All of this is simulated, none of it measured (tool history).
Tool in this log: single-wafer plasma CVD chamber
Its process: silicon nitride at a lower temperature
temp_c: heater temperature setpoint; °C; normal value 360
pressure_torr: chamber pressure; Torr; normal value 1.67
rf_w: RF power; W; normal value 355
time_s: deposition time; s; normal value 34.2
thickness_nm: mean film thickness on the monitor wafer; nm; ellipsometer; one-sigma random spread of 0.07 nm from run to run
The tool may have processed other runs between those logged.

| run | hour | temp_c | pressure_torr | rf_w | time_s | read-back reference wafer on the same gauge, thickness_nm | thickness_nm |
|---|---|---|---|---|---|---|---|
| 1 | 0 | 360 | 1.67 | 355 | 34.2 | 51.883 | 44.494 |
| 2 | 30.1 | 360 | 1.67 | 355 | 34.2 | 51.89 | 44.42 |
| 3 | 49.4 | 360 | 1.67 | 355 | 34.2 | 51.897 | 44.251 |
| 4 | 71.8 | 360 | 1.67 | 355 | 34.2 | 51.907 | 44.352 |
| 5 | 100.5 | 348 | 1.67 | 355 | 34.2 | 51.881 | 44.452 |
| 6 | 135.3 | 348 | 1.67 | 355 | 34.2 | 51.893 | 44.446 |
| 7 | 170.1 | 348 | 1.67 | 355 | 34.2 | 51.884 | 44.543 |
| 8 | 196.4 | 360 | 1.67 | 355 | 34.2 | 51.892 | 44.217 |
|  | 227.8 | thermocouple changed; heater temperature recalibrated |
| 9 | 228.3 | 360 | 1.67 | 355 | 34.2 | 51.882 | 44.153 |
| 10 | 254.8 | 360 | 1.67 | 355 | 34.2 | 51.88 | 44.152 |
| 11 | 286.1 | 360 | 1.67 | 355 | 34.2 | 51.9 | 44.04 |
| 12 | 316 | 360 | 1.67 | 315 | 34.2 | 51.906 | 41.448 |
| 13 | 347.7 | 360 | 1.67 | 315 | 34.2 | 51.932 | 41.319 |
| 14 | 364.4 | 360 | 1.67 | 355 | 34.2 | 51.916 | 43.993 |
|  | 392 | capacitance manometer re-zeroed and calibrated |
| 15 | 392.5 | 372 | 1.46 | 355 | 28 | 51.913 | 35.478 |
| 16 | 423 | 360 | 1.67 | 325 | 34.2 | 51.866 | 42.808 |
|  | 432.5 | RF generator calibrated |
|  | 455 | gauge calibrated |
| 17 | 457.6 | 360 | 1.67 | 355 | 29.2 | 51.902 | 39.025 |
| 18 | 477.7 | 351 | 1.28 | 355 | 34.2 | 51.881 | 43.548 |
|  | 488.4 | showerhead replaced |
| 19 | 508.7 | 348 | 1.34 | 380 | 30.3 | 51.92 | 40.256 |
| 20 | 538.9 | 345 | 1.53 | 410 | 37.5 | 51.901 | 53.276 |
| 21 | 566.1 | 360 | 1.67 | 355 | 34.2 | 51.9 | 45.554 |
| 22 | 595.9 | 360 | 1.67 | 355 | 34.2 | 51.937 | 45.544 |
| 23 | 624.1 | 360 | 1.67 | 355 | 34.2 | 51.946 | 45.643 |
| 24 | 649.7 | 360 | 1.67 | 355 | 34.2 | 51.875 | 45.54 |
| 25 | 667.7 | 369 | 1.67 | 300 | 31.5 | 51.883 | 38.355 |
| 26 | 680.3 | 360 | 1.67 | 355 | 34.2 | 51.913 | 45.423 |
| 27 | 698.7 | 360 | 1.67 | 355 | 30.9 | 51.899 | 41.076 |
| 28 | 722.5 | 360 | 1.67 | 390 | 34.2 | 51.869 | 47.641 |

Below are 5 alternative next runs, each starting from the tool's condition after run 28. Predict each:
| A | 722.9 | 360 | 1.67 | 395 | 34.2 | ? | ? |
| B | 722.9 | 346 | 1.45 | 295 | 40.8 | ? | ? |
| C | 722.9 | 350 | 1.51 | 405 | 34.2 | ? | ? |
| D | 722.9 | 348 | 1.67 | 400 | 34.2 | ? | ? |
| E | 722.9 | 374 | 1.67 | 355 | 31.8 | ? | ? |

| run | read-back reference wafer on the same gauge, thickness_nm | thickness_nm |
|---|---|---|
| A | 51.907 | 48.075 |
| B | 51.907 | 48.294 |
| C | 51.907 | 47.921 |
| D | 51.907 | 48.64 |
| E | 51.907 | 42.061 |
Without the tool's unlogged condition, the same runs would have read:
| run | thickness_nm |
|---|---|
| A | 48.666 |
| B | 48.912 |
| C | 48.49 |
| D | 49.235 |
| E | 42.578 |
